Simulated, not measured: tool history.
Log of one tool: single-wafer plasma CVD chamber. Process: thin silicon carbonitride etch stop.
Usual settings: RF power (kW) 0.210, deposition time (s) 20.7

run,hour,RF power (kW),deposition time (s),wafers since the last listed run,hours since the last thermocouple change,hours since the last RF generator calibration,hours since the showerhead was replaced,hours since the gauge calibration,"read-back reference wafer on the same gauge, thickness_nm",mean film thickness on the monitor wafer (angstrom)
1,0.0,0.210,20.7,0,521.1,1337.6,3534.0,711.6,13.680,112.96
2,44.1,0.200,17.6,1949,565.2,1381.7,3578.1,755.7,13.690,94.08
3,230.3,0.200,17.6,8231,751.4,1567.9,3764.3,941.9,13.715,94.22
4,298.8,0.200,17.6,3028,819.9,1636.4,3832.8,1010.4,13.715,93.61
5,346.9,0.210,22.4,2126,868.0,1684.5,3880.9,1058.5,13.703,121.32
6,408.7,0.210,20.7,2731,929.8,1746.3,3942.7,1120.3,13.701,112.69
7,464.6,0.210,20.7,2471,985.7,1802.2,3998.6,1176.2,13.700,112.83
8,495.7,0.210,20.7,1374,1016.8,1833.3,4029.7,1207.3,13.706,112.53
# hour 537.2: gauge calibrated
# hour 549.9: thermocouple changed; heater temperature recalibrated
9,550.4,0.210,20.7,2064,0.5,1888.0,4084.4,13.2,13.691,111.31
10,583.0,0.210,20.7,1441,33.1,1920.6,4117.0,45.8,13.701,112.24
11,632.2,0.210,20.7,2174,82.3,1969.8,4166.2,95.0,13.698,112.76
12,681.9,0.210,19.5,2197,132.0,2019.5,4215.9,144.7,13.695,106.35
# hour 737.7: showerhead replaced, of another model than before
13,792.1,0.210,19.5,4517,242.2,2129.7,54.4,254.9,13.699,102.46
14,841.9,0.210,19.5,2201,292.0,2179.5,104.2,304.7,13.691,103.19
15,898.5,0.210,20.7,2502,348.6,2236.1,160.8,361.3,13.726,109.63
# hour 941.2: RF generator calibrated
16,965.1,0.210,20.7,2590,415.2,23.9,227.4,427.9,13.715,115.43
17,1031.6,0.175,24.7,2939,481.7,90.4,293.9,494.4,13.712,120.77
18,1086.9,0.175,21.8,2444,537.0,145.7,349.2,549.7,13.705,107.89
19,1128.3,0.235,19.3,1830,578.4,187.1,390.6,591.1,13.712,113.79
20,1170.7,0.210,20.7,1874,620.8,229.5,433.0,633.5,13.720,115.00
21,1228.7,0.180,18.6,2564,678.8,287.5,491.0,691.5,13.694,93.36
22,1263.4,0.225,23.5,1533,713.5,322.2,525.7,726.2,13.689,134.04
23,1320.7,0.170,17.7,2533,770.8,379.5,583.0,783.5,13.712,84.47
24,1387.7,0.185,18.6,2961,837.8,446.5,650.0,850.5,13.701,94.43
25,1427.1,0.250,18.9,1741,877.2,485.9,689.4,889.9,13.703,115.43
26,1470.5,0.210,20.7,1918,920.6,529.3,732.8,933.3,13.722,112.80
27,1520.7,0.195,19.6,2219,970.8,579.5,783.0,983.5,13.694,102.02
# hour 1594.5: thermocouple changed; heater temperature recalibrated
28,1595.0,0.230,24.3,2930,0.5,653.8,857.3,1057.8,13.701,139.59
29,1650.3,0.225,19.6,2444,55.8,709.1,912.6,1113.1,13.707,110.59
30,1684.7,0.175,24.7,1520,90.2,743.5,947.0,1147.5,13.698,118.51
# hour 1696.5: gauge calibrated
31,1734.8,0.225,23.0,2214,140.3,793.6,997.1,38.3,13.712,130.07
32,1792.8,0.195,20.7,2564,198.3,851.6,1055.1,96.3,13.700,107.54
33,1828.4,0.210,20.7,1573,233.9,887.2,1090.7,131.9,13.683,112.40
34,1880.4,0.240,19.1,2298,285.9,939.2,1142.7,183.9,13.701,111.86
35,1939.4,0.240,19.0,2608,344.9,998.2,1201.7,242.9,13.702,109.62

How the hidden state differs across the entries between the runs, from the last listed run before each to the first after it:
Between runs 8 and 9: gauge calibrated (hour 537.2); thermocouple changed; heater temperature recalibrated (hour 549.9)
  delivered RF power above the setpoint (%): -8.48 -> -8.53
  measured less the result without the state, mean film thickness on the monitor wafer (angstrom): -3.61 -> -3.60
Between runs 12 and 13: showerhead replaced, of another model than before (hour 737.7)
  delivered RF power above the setpoint (%): -8.63 -> -8.7
  measured less the result without the state, mean film thickness on the monitor wafer (angstrom): -3.48 -> -6.19
Between runs 15 and 16: RF generator calibrated (hour 941.2)
  delivered RF power above the setpoint (%): -8.76 -> -0.651
  measured less the result without the state, mean film thickness on the monitor wafer (angstrom): -6.68 -> -0.46
Between runs 27 and 28: thermocouple changed; heater temperature recalibrated (hour 1594.5)
  delivered RF power above the setpoint (%): -4.64 -> -4.98
  measured less the result without the state, mean film thickness on the monitor wafer (angstrom): -3.08 -> -4.56
Between runs 30 and 31: gauge calibrated (hour 1696.5)
  delivered RF power above the setpoint (%): -5.35 -> -5.54
  measured less the result without the state, mean film thickness on the monitor wafer (angstrom): -4.19 -> -4.77
